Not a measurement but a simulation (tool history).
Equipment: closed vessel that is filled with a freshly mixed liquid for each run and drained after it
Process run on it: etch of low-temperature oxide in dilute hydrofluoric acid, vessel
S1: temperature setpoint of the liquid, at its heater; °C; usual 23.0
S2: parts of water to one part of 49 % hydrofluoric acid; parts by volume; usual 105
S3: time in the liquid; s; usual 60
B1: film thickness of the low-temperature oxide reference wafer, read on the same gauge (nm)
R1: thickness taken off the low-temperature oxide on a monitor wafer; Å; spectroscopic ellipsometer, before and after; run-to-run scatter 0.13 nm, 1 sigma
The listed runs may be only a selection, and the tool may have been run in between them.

run,day,S1,S2,S3,B1,R1
1,0.000,21.0,105,60,110.00,117.7
2,1.250,23.0,145,60,110.00,89.7
3,2.667,23.0,105,85,110.00,181.8
4,3.454,23.0,105,85,110.00,181.6
5,3.954,23.0,105,85,109.99,181.9
6,5.108,23.0,105,60,109.99,128.9
7,6.438,23.0,105,60,110.01,127.0
8,7.538,23.0,105,60,109.99,125.9
9,8.500,20.5,80,60,110.02,156.9
10,9.979,20.5,80,60,110.02,155.4
11,10.612,20.5,80,60,110.01,157.1
12,11.708,23.0,105,60,110.02,125.1
13,14.708,23.0,105,60,109.98,125.8
14,15.362,19.5,120,45,109.99,70.7
15,16.250,23.0,135,45,110.00,70.1
16,17.421,23.0,65,60,109.99,214.9
# day 18.608: thermometer replaced
17,18.700,20.5,55,60,109.99,233.2
18,19.950,26.0,150,45,110.01,68.0
19,20.700,27.0,80,75,110.00,250.3
20,21.367,23.0,125,90,110.02,154.8
# day 21.808: gauge calibrated
21,22.629,20.0,155,40,110.03,47.1
22,23.454,24.5,125,95,109.99,172.2
# day 24.442: hydrofluoric acid flow meter replaced
23,24.779,26.5,60,90,110.01,442.0
24,26.046,23.0,130,60,109.98,108.7
25,27.246,23.0,130,60,110.00,110.7
26,31.412,23.0,105,60,110.01,138.2
27,32.108,24.5,120,70,109.99,150.7
28,32.904,23.0,105,60,109.98,137.3
29,34.400,23.0,105,40,110.01,92.7
30,35.438,27.0,55,80,109.98,438.7
31,36.754,24.5,150,80,110.00,131.2
32,37.646,18.5,85,60,110.02,143.6

4 options for the next run, each taken on its own from the tool as it stands now. Forecast them:
A,37.675,23.0,105,60,?,?
B,37.675,23.0,75,45,?,?
C,37.675,26.5,105,75,?,?
D,37.675,19.5,75,60,?,?

run,B1,R1
A,109.99,138.0
B,109.99,150.4
C,109.99,197.8
D,109.99,173.6
With the hidden condition removed and each run's random variation left untouched, the same runs would have given:
run,R1
A,142.0
B,154.6
C,203.6
D,178.4
